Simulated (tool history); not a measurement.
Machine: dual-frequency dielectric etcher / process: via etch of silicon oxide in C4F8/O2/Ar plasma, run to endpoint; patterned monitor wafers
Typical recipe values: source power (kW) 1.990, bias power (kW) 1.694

| run | day | source power (kW) | bias power (kW) | wafers since the last listed run | hours since the last wet clean | hours since the last source power generator calibration | hours since the last bias power generator calibration | hours since the last upper electrode change | incoming incoming film thickness, nm | endpoint time (s) |
|---|---|---|---|---|---|---|---|---|---|---|
| 1 | 0.000 | 1.990 | 1.694 | 0 | 414.1 | 3357.2 | 1228.8 | 3380.1 | 1349.1 | 304.5 |
| 2 | 1.654 | 1.990 | 1.694 | 260 | 453.8 | 3396.9 | 1268.5 | 3419.8 | 1351.1 | 306.3 |
| 3 | 3.454 | 2.310 | 1.979 | 283 | 497.0 | 3440.1 | 1311.7 | 3463.0 | 1328.9 | 275.7 |
|  | 4.958 | wet clean of the chamber |
| 4 | 5.962 | 1.990 | 1.694 | 237 | 24.1 | 3500.3 | 1371.9 | 3523.2 | 1356.2 | 297.0 |
| 5 | 8.554 | 1.990 | 1.694 | 408 | 86.3 | 3562.5 | 1434.1 | 3585.4 | 1342.2 | 296.2 |
| 6 | 9.750 | 1.990 | 1.877 | 188 | 115.0 | 3591.2 | 1462.8 | 3614.1 | 1348.6 | 288.2 |
| 7 | 12.721 | 1.990 | 1.877 | 468 | 186.3 | 3662.5 | 1534.1 | 3685.4 | 1345.3 | 289.7 |
|  | 15.133 | source power generator calibrated |
| 8 | 15.508 | 2.310 | 1.694 | 413 | 253.2 | 9.0 | 1601.0 | 3752.3 | 1350.2 | 288.1 |
| 9 | 18.229 | 2.310 | 1.694 | 428 | 318.5 | 74.3 | 1666.3 | 3817.6 | 1342.1 | 284.5 |
| 10 | 19.546 | 1.990 | 1.694 | 207 | 350.1 | 105.9 | 1697.9 | 3849.2 | 1340.8 | 302.8 |
|  | 21.621 | upper electrode replaced |
|  | 21.879 | bias power generator calibrated |
| 11 | 22.592 | 1.990 | 1.694 | 296 | 423.2 | 179.0 | 17.1 | 23.3 | 1337.9 | 301.0 |
| 12 | 24.221 | 2.370 | 1.403 | 256 | 462.3 | 218.1 | 56.2 | 62.4 | 1341.3 | 306.2 |
| 13 | 26.688 | 2.350 | 1.437 | 388 | 521.5 | 277.3 | 115.4 | 121.6 | 1358.8 | 308.1 |
|  | 28.871 | wet clean of the chamber |
| 14 | 28.892 | 2.430 | 1.406 | 189 | 0.5 | 330.2 | 168.3 | 174.5 | 1354.8 | 295.4 |
| 15 | 29.825 | 1.990 | 1.495 | 147 | 22.9 | 352.6 | 190.7 | 196.9 | 1343.2 | 309.1 |
| 16 | 32.362 | 1.610 | 1.888 | 400 | 83.8 | 413.5 | 251.6 | 257.8 | 1342.0 | 302.9 |
| 17 | 34.767 | 1.990 | 1.694 | 379 | 141.5 | 471.2 | 309.3 | 315.5 | 1335.4 | 295.0 |
| 18 | 37.488 | 1.990 | 1.418 | 428 | 206.8 | 536.5 | 374.6 | 380.8 | 1338.8 | 313.5 |
| 19 | 38.642 | 1.690 | 1.413 | 181 | 234.5 | 564.2 | 402.3 | 408.5 | 1341.8 | 331.2 |
| 20 | 40.021 | 2.450 | 1.531 | 217 | 267.6 | 597.3 | 435.4 | 441.6 | 1334.7 | 289.2 |
| 21 | 42.642 | 1.670 | 1.694 | 413 | 330.5 | 660.2 | 498.3 | 504.5 | 1343.2 | 318.8 |
| 22 | 45.421 | 1.990 | 1.694 | 438 | 397.2 | 726.9 | 565.0 | 571.2 | 1348.0 | 304.0 |
| 23 | 47.762 | 1.990 | 1.806 | 369 | 453.4 | 783.1 | 621.2 | 627.4 | 1338.4 | 295.8 |
| 24 | 49.204 | 1.990 | 1.694 | 227 | 488.0 | 817.7 | 655.8 | 662.0 | 1346.8 | 307.1 |
| 25 | 50.246 | 1.650 | 1.694 | 164 | 513.0 | 842.7 | 680.8 | 687.0 | 1367.9 | 331.4 |
| 26 | 51.671 | 1.690 | 1.303 | 224 | 547.2 | 876.9 | 715.0 | 721.2 | 1342.8 | 347.7 |
| 27 | 54.067 | 1.990 | 1.694 | 377 | 604.7 | 934.4 | 772.5 | 778.7 | 1341.5 | 307.4 |
|  | 55.629 | wet clean of the chamber |
| 28 | 55.650 | 2.170 | 2.076 | 91 | 0.5 | 972.4 | 810.5 | 816.7 | 1337.8 | 267.3 |
| 29 | 56.771 | 1.770 | 1.997 | 176 | 27.4 | 999.3 | 837.4 | 843.6 | 1342.1 | 287.7 |
| 30 | 58.017 | 1.540 | 1.694 | 196 | 57.3 | 1029.2 | 867.3 | 873.5 | 1331.0 | 314.5 |
| 31 | 59.146 | 2.340 | 1.421 | 178 | 84.4 | 1056.3 | 894.4 | 900.6 | 1323.7 | 293.7 |
| 32 | 60.150 | 1.990 | 2.021 | 158 | 108.5 | 1080.4 | 918.5 | 924.7 | 1338.6 | 277.7 |
| 33 | 62.317 | 2.230 | 1.814 | 341 | 160.5 | 1132.4 | 970.5 | 976.7 | 1344.9 | 280.2 |
| 34 | 65.279 | 2.310 | 1.979 | 467 | 231.6 | 1203.5 | 1041.6 | 1047.8 | 1347.5 | 271.7 |

Each row is a separate what-if for the run after 34, all from the same tool condition, not one after another. Results?
| A | 65.300 | 2.400 | 1.694 | 3 | 232.1 | 1204.0 | 1042.1 | 1048.3 | 1349.4 | ? |
| B | 65.300 | 1.520 | 2.024 | 3 | 232.1 | 1204.0 | 1042.1 | 1048.3 | 1349.4 | ? |
| C | 65.300 | 1.690 | 1.845 | 3 | 232.1 | 1204.0 | 1042.1 | 1048.3 | 1349.4 | ? |
| D | 65.300 | 1.840 | 1.325 | 3 | 232.1 | 1204.0 | 1042.1 | 1048.3 | 1349.4 | ? |
| E | 65.300 | 1.750 | 1.694 | 3 | 232.1 | 1204.0 | 1042.1 | 1048.3 | 1349.4 | ? |

| run | endpoint time (s) |
|---|---|
| A | 283.1 |
| B | 307.9 |
| C | 307.5 |
| D | 332.2 |
| E | 312.7 |
The same runs, with their run-to-run variation unchanged, on a tool lacking any hidden condition would have given:
| run | endpoint time (s) |
|---|---|
| A | 278.5 |
| B | 302.9 |
| C | 302.5 |
| D | 326.8 |
| E | 307.5 |
